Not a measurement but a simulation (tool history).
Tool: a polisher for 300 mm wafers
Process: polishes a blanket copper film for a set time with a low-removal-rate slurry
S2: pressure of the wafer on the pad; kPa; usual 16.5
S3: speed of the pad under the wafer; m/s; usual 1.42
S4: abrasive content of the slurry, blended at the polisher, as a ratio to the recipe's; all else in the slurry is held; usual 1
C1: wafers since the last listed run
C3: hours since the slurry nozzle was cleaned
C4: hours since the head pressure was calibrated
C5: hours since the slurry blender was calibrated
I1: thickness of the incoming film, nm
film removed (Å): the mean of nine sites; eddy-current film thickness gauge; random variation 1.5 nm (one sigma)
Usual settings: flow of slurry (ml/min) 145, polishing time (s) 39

{"run": 1, "hour": 0.0, "flow of slurry (ml/min)": 145, "S2": 16.5, "S3": 1.42, "S4": 1, "polishing time (s)": 39, "C1": 0, "wafers polished on this pad": 1658, "C3": 468.5, "C4": 8.7, "C5": 178.7, "I1": 1221.7, "film removed (Å)": 1077}
{"hour": 26.1, "done": "slurry nozzle cleaned"}
{"run": 2, "hour": 39.5, "flow of slurry (ml/min)": 145, "S2": 16.5, "S3": 1.42, "S4": 1, "polishing time (s)": 39, "C1": 487, "wafers polished on this pad": 2145, "C3": 13.4, "C4": 48.2, "C5": 218.2, "I1": 1228.1, "film removed (Å)": 1076}
{"run": 3, "hour": 103.0, "flow of slurry (ml/min)": 145, "S2": 16.5, "S3": 1.42, "S4": 1, "polishing time (s)": 39, "C1": 804, "wafers polished on this pad": 2949, "C3": 76.9, "C4": 111.7, "C5": 281.7, "I1": 1224.5, "film removed (Å)": 1049}
{"run": 4, "hour": 150.8, "flow of slurry (ml/min)": 145, "S2": 16.5, "S3": 1.42, "S4": 1, "polishing time (s)": 39, "C1": 605, "wafers polished on this pad": 3555, "C3": 124.7, "C4": 159.5, "C5": 329.5, "I1": 1241, "film removed (Å)": 1049}
{"hour": 166.3, "done": "slurry blender recalibrated"}
{"hour": 207.6, "done": "worn pad replaced by a new one"}
{"run": 5, "hour": 208.1, "flow of slurry (ml/min)": 145, "S2": 16.5, "S3": 1.42, "S4": 1, "polishing time (s)": 39, "C1": 649, "wafers polished on this pad": 5, "C3": 182, "C4": 216.8, "C5": 41.8, "I1": 1216.4, "film removed (Å)": 1125}
{"run": 6, "hour": 248.1, "flow of slurry (ml/min)": 145, "S2": 16.5, "S3": 1.42, "S4": 1, "polishing time (s)": 39, "C1": 506, "wafers polished on this pad": 512, "C3": 222, "C4": 256.8, "C5": 81.8, "I1": 1218.7, "film removed (Å)": 1095}
{"run": 7, "hour": 281.2, "flow of slurry (ml/min)": 145, "S2": 16.5, "S3": 1.42, "S4": 1, "polishing time (s)": 39, "C1": 419, "wafers polished on this pad": 931, "C3": 255.1, "C4": 289.9, "C5": 114.9, "I1": 1215.5, "film removed (Å)": 1123}
{"run": 8, "hour": 308.4, "flow of slurry (ml/min)": 145, "S2": 15.2, "S3": 1.08, "S4": 1, "polishing time (s)": 39, "C1": 344, "wafers polished on this pad": 1276, "C3": 282.3, "C4": 317.1, "C5": 142.1, "I1": 1253.6, "film removed (Å)": 792}
{"run": 9, "hour": 369.7, "flow of slurry (ml/min)": 145, "S2": 16.5, "S3": 1.42, "S4": 1, "polishing time (s)": 39, "C1": 776, "wafers polished on this pad": 2052, "C3": 343.6, "C4": 378.4, "C5": 203.4, "I1": 1209.4, "film removed (Å)": 1068}
{"run": 10, "hour": 417.4, "flow of slurry (ml/min)": 145, "S2": 16.5, "S3": 1.42, "S4": 1, "polishing time (s)": 39, "C1": 604, "wafers polished on this pad": 2656, "C3": 391.3, "C4": 426.1, "C5": 251.1, "I1": 1225, "film removed (Å)": 1070}
{"hour": 437.3, "done": "slurry blender recalibrated"}
{"run": 11, "hour": 463.9, "flow of slurry (ml/min)": 145, "S2": 16.5, "S3": 1.42, "S4": 1, "polishing time (s)": 39, "C1": 563, "wafers polished on this pad": 3220, "C3": 437.8, "C4": 472.6, "C5": 26.6, "I1": 1239.5, "film removed (Å)": 1120}
{"hour": 491.4, "done": "worn pad replaced by a new one, of another model than before"}
{"run": 12, "hour": 491.9, "flow of slurry (ml/min)": 145, "S2": 16.5, "S3": 1.42, "S4": 1, "polishing time (s)": 39, "C1": 303, "wafers polished on this pad": 6, "C3": 465.8, "C4": 500.6, "C5": 54.6, "I1": 1204.4, "film removed (Å)": 1114}
{"hour": 523.8, "done": "slurry nozzle cleaned"}
{"run": 13, "hour": 544.0, "flow of slurry (ml/min)": 145, "S2": 16.5, "S3": 1.42, "S4": 1, "polishing time (s)": 39, "C1": 647, "wafers polished on this pad": 654, "C3": 20.2, "C4": 552.7, "C5": 106.7, "I1": 1219.9, "film removed (Å)": 1074}
{"run": 14, "hour": 579.2, "flow of slurry (ml/min)": 145, "S2": 16.5, "S3": 1.42, "S4": 1, "polishing time (s)": 39, "C1": 445, "wafers polished on this pad": 1099, "C3": 55.4, "C4": 587.9, "C5": 141.9, "I1": 1246.6, "film removed (Å)": 1090}
{"run": 15, "hour": 725.6, "flow of slurry (ml/min)": 145, "S2": 15.2, "S3": 1.14, "S4": 1, "polishing time (s)": 31, "C1": 1854, "wafers polished on this pad": 2954, "C3": 201.8, "C4": 734.3, "C5": 288.3, "I1": 1227, "film removed (Å)": 719}
{"hour": 753.2, "done": "slurry blender recalibrated"}
{"run": 16, "hour": 763.1, "flow of slurry (ml/min)": 145, "S2": 16.5, "S3": 1.42, "S4": 1, "polishing time (s)": 39, "C1": 449, "wafers polished on this pad": 3403, "C3": 239.3, "C4": 771.8, "C5": 9.9, "I1": 1232.9, "film removed (Å)": 1120}
{"run": 17, "hour": 793.7, "flow of slurry (ml/min)": 145, "S2": 16.5, "S3": 1.42, "S4": 1, "polishing time (s)": 35, "C1": 387, "wafers polished on this pad": 3791, "C3": 269.9, "C4": 802.4, "C5": 40.5, "I1": 1239, "film removed (Å)": 1006}

The next listed run, before its measurement:
{"hour": 836.8, "done": "worn pad replaced by a new one"}
{"run": 18, "hour": 840.8, "flow of slurry (ml/min)": 145, "S2": 16.5, "S3": 1.14, "S4": 1, "polishing time (s)": 30, "C1": 545, "wafers polished on this pad": 50, "C3": 317, "C4": 849.5, "C5": 87.6, "I1": 1218, "film removed (Å)": "?"}

Run 18 gave film removed (Å) 776.
Without the tool's hidden state the same run would have given film removed (Å) 797.

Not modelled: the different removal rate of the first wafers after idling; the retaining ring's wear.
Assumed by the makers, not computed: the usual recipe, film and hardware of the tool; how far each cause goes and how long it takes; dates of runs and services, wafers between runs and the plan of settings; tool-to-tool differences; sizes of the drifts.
